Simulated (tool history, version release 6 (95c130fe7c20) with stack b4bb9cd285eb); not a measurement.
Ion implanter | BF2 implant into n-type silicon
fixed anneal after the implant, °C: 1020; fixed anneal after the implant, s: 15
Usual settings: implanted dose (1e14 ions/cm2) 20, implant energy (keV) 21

run	day	implanted dose (1e14 ions/cm2)	implant energy (keV)	read-back reference wafer on the same gauge, sheet resistance	sheet resistance of the implanted and annealed layer (ohm/square)
1	0	20	21	150.22	155.49
2	0.658	20	21	150.15	155.29
3	1.238	20	21	150.18	155.58
4	2.221	20	21	150.14	155.43
5	3.612	20	21	150.09	155.55
6	4.833	20	21	150.06	155.6
7	6.017	20	21	150.02	155.9
8	7.183	20	21	149.99	155.53
9	8.475	22.67	21	149.94	153.72
10	9.917	20	21	149.88	155.48
11	11.367	20	21	149.87	154.61
12	12.192	20	21	149.82	155.14
13	13.342	20	21	149.8	154.92
14	15.921	21.27	21	149.69	153.95
# day 16.908: extraction supply calibrated
15	16.929	21.27	21	149.63	153.67
16	17.696	17.45	21	149.64	157.69
17	18.942	17.45	21	149.55	156.78
18	19.879	25.7	26.5	149.62	137.52
19	20.933	20	21	149.51	154.78
20	22.096	20	16.5	149.49	171.52
21	22.596	20	21	149.49	154.57
22	23.1	17.2	26.5	149.44	141.22
23	24.038	15.01	18	149.39	171.08
24	24.812	17.17	16.5	149.39	174.13
25	25.683	15.57	26.5	149.32	143.25
26	26.688	16.81	21	149.3	157.79
27	27.312	20	21	149.31	154.36
28	30.442	22.08	18.5	149.17	161.76
# day 30.862: gauge calibrated
29	31.412	20	14	151.11	184.73
# day 33.533: Faraday cup replaced and dose calibrated
30	33.554	14.5	23	151.13	156.32
31	34.892	25.28	26	151.02	139.97
32	38.571	20	21	150.94	156.25
33	39.933	25.31	16	150.84	172.25
34	41.017	14.5	23	150.8	156.46
35	45.412	20	25	150.67	144.33

Hidden state or all else? Some run-to-run changes of sheet resistance of the implanted and annealed layer (ohm/square), split into what the settings, what came in and random variation would give without the hidden state, and what is left for the hidden state (with any gauge scatter that isn't in both results):
The hidden state here: deviation of the true dose from the Faraday cup's reading, %; deviation of the true energy from its setpoint, %; gauge reads high (%).
Run 22 -> 23: implanted dose (1e14 ions/cm2) 17.2 -> 15.01, implant energy (keV) 26.5 -> 18. sheet resistance of the implanted and annealed layer (ohm/square) +29.86: hidden state -0.35, all else +30.21.
Run 24 -> 25: implanted dose (1e14 ions/cm2) 17.17 -> 15.57, implant energy (keV) 16.5 -> 26.5. sheet resistance of the implanted and annealed layer (ohm/square) -30.88: hidden state +0.3, all else -31.18.
Run 28 -> 29: implanted dose (1e14 ions/cm2) 22.08 -> 20, implant energy (keV) 18.5 -> 14, gauge calibrated. sheet resistance of the implanted and annealed layer (ohm/square) +22.97: hidden state +2.13, all else +20.84.
Run 29 -> 30: implanted dose (1e14 ions/cm2) 20 -> 14.5, implant energy (keV) 14 -> 23, Faraday cup replaced and dose calibrated. sheet resistance of the implanted and annealed layer (ohm/square) -28.41: hidden state -0.09, all else -28.32.
